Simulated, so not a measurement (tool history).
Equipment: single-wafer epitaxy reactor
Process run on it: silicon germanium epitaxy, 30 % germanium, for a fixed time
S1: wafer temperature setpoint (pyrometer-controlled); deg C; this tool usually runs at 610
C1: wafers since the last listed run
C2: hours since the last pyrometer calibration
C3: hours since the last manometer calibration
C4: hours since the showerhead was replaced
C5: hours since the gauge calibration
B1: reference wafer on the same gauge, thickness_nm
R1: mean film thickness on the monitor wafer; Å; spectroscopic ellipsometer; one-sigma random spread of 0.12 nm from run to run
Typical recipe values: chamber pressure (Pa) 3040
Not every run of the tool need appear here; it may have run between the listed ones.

Run 1, hour 0: usual settings but S1 605 deg C, chamber pressure (Pa) 2733; C1 0; C2 1604.5; C3 1522.6; C4 7265.6; C5 243.7; B1 72.812. Result: R1 724.27 Å.
Run 2, hour 16.9: usual settings but S1 604 deg C, chamber pressure (Pa) 3280; C1 379; C2 1621.4; C3 1539.5; C4 7282.5; C5 260.6; B1 72.796. Result: R1 746.42 Å.
Run 3, hour 35.6: usual settings but S1 604 deg C, chamber pressure (Pa) 3280; C1 419; C2 1640.1; C3 1558.2; C4 7301.2; C5 279.3; B1 72.8. Result: R1 746.38 Å.
Run 4, hour 65.7: usual settings but S1 604 deg C, chamber pressure (Pa) 3280; C1 675; C2 1670.2; C3 1588.3; C4 7331.3; C5 309.4; B1 72.786. Result: R1 744.85 Å.
Run 5, hour 83.2: usual settings but S1 600 deg C; C1 392; C2 1687.7; C3 1605.8; C4 7348.8; C5 326.9; B1 72.809. Result: R1 688.97 Å.
At hour 84.9: gauge calibrated.
Run 6, hour 114.2: usual settings but S1 600 deg C; C1 695; C2 1718.7; C3 1636.8; C4 7379.8; C5 29.3; B1 72.783. Result: R1 688.1 Å.
Run 7, hour 143.5: usual settings; C1 657; C2 1748; C3 1666.1; C4 7409.1; C5 58.6; B1 72.819. Result: R1 808.23 Å.
At hour 155.6: pyrometer calibrated.
Run 8, hour 166.3: usual settings but S1 599 deg C, chamber pressure (Pa) 2840; C1 331; C2 10.7; C3 1688.9; C4 7431.9; C5 81.4; B1 72.813. Result: R1 649.37 Å.
Run 9, hour 193.4: usual settings but S1 599 deg C, chamber pressure (Pa) 2840; C1 607; C2 37.8; C3 1716; C4 7459; C5 108.5; B1 72.779. Result: R1 652.95 Å.
Run 10, hour 209: usual settings but S1 599 deg C, chamber pressure (Pa) 2840; C1 349; C2 53.4; C3 1731.6; C4 7474.6; C5 124.1; B1 72.789. Result: R1 651.62 Å.
Run 11, hour 231.4: usual settings; C1 502; C2 75.8; C3 1754; C4 7497; C5 146.5; B1 72.82. Result: R1 791.13 Å.
Run 12, hour 244.2: usual settings but S1 617 deg C, chamber pressure (Pa) 2400; C1 287; C2 88.6; C3 1766.8; C4 7509.8; C5 159.3; B1 72.811. Result: R1 837.04 Å.
Run 13, hour 260.8: usual settings but S1 600 deg C; C1 372; C2 105.2; C3 1783.4; C4 7526.4; C5 175.9; B1 72.796. Result: R1 677.68 Å.
Run 14, hour 288.8: usual settings; C1 627; C2 133.2; C3 1811.4; C4 7554.4; C5 203.9; B1 72.841. Result: R1 795.54 Å.
At hour 296.8: showerhead replaced.
Run 15, hour 311.5: usual settings but S1 596 deg C; C1 329; C2 155.9; C3 1834.1; C4 14.7; C5 226.6; B1 72.813. Result: R1 636.16 Å.
Run 16, hour 343.7: usual settings but S1 599 deg C, chamber pressure (Pa) 3253; C1 722; C2 188.1; C3 1866.3; C4 46.9; C5 258.8; B1 72.824. Result: R1 680.7 Å.
At hour 364.4: capacitance manometer re-zeroed and calibrated.
At hour 374.7: gauge calibrated.
Run 17, hour 376.4: usual settings but S1 618 deg C, chamber pressure (Pa) 3266; C1 553; C2 220.8; C3 12; C4 79.6; C5 1.7; B1 72.781. Result: R1 894.74 Å.
Run 18, hour 445.5: usual settings but S1 601 deg C, chamber pressure (Pa) 2426; C1 1549; C2 289.9; C3 81.1; C4 148.7; C5 70.8; B1 72.787. Result: R1 641.67 Å.
Run 19, hour 469.9: usual settings but S1 620 deg C, chamber pressure (Pa) 2693; C1 547; C2 314.3; C3 105.5; C4 173.1; C5 95.2; B1 72.791. Result: R1 883.22 Å.
Run 20, hour 489.3: usual settings; C1 435; C2 333.7; C3 124.9; C4 192.5; C5 114.6; B1 72.792. Result: R1 778.08 Å.
Run 21, hour 504: usual settings but S1 623 deg C, chamber pressure (Pa) 2840; C1 329; C2 348.4; C3 139.6; C4 207.2; C5 129.3; B1 72.811. Result: R1 938.25 Å.

4 ways to go on from here, each from the tool as it stands after run 21. What would each give?
Run A, hour 504.4: usual settings but chamber pressure (Pa) 3733; C1 8; C2 348.8; C3 140; C4 207.6; C5 129.7; B1 ?. Result: R1 ?.
Run B, hour 504.4: usual settings but S1 600 deg C, chamber pressure (Pa) 2653; C1 8; C2 348.8; C3 140; C4 207.6; C5 129.7; B1 ?. Result: R1 ?.
Run C, hour 504.4: usual settings but S1 597 deg C, chamber pressure (Pa) 2426; C1 8; C2 348.8; C3 140; C4 207.6; C5 129.7; B1 ?. Result: R1 ?.
Run D, hour 504.4: usual settings but S1 616 deg C; C1 8; C2 348.8; C3 140; C4 207.6; C5 129.7; B1 ?. Result: R1 ?.

run      B1      R1
  A  72.791  821.92
  B  72.791  645.59
  C  72.791  603.15
  D  72.791  857.38
With the hidden condition removed and each run's random variation left untouched, the same runs would have given:
run      R1
  A  813.47
  B  638.78
  C  596.73
  D  848.72

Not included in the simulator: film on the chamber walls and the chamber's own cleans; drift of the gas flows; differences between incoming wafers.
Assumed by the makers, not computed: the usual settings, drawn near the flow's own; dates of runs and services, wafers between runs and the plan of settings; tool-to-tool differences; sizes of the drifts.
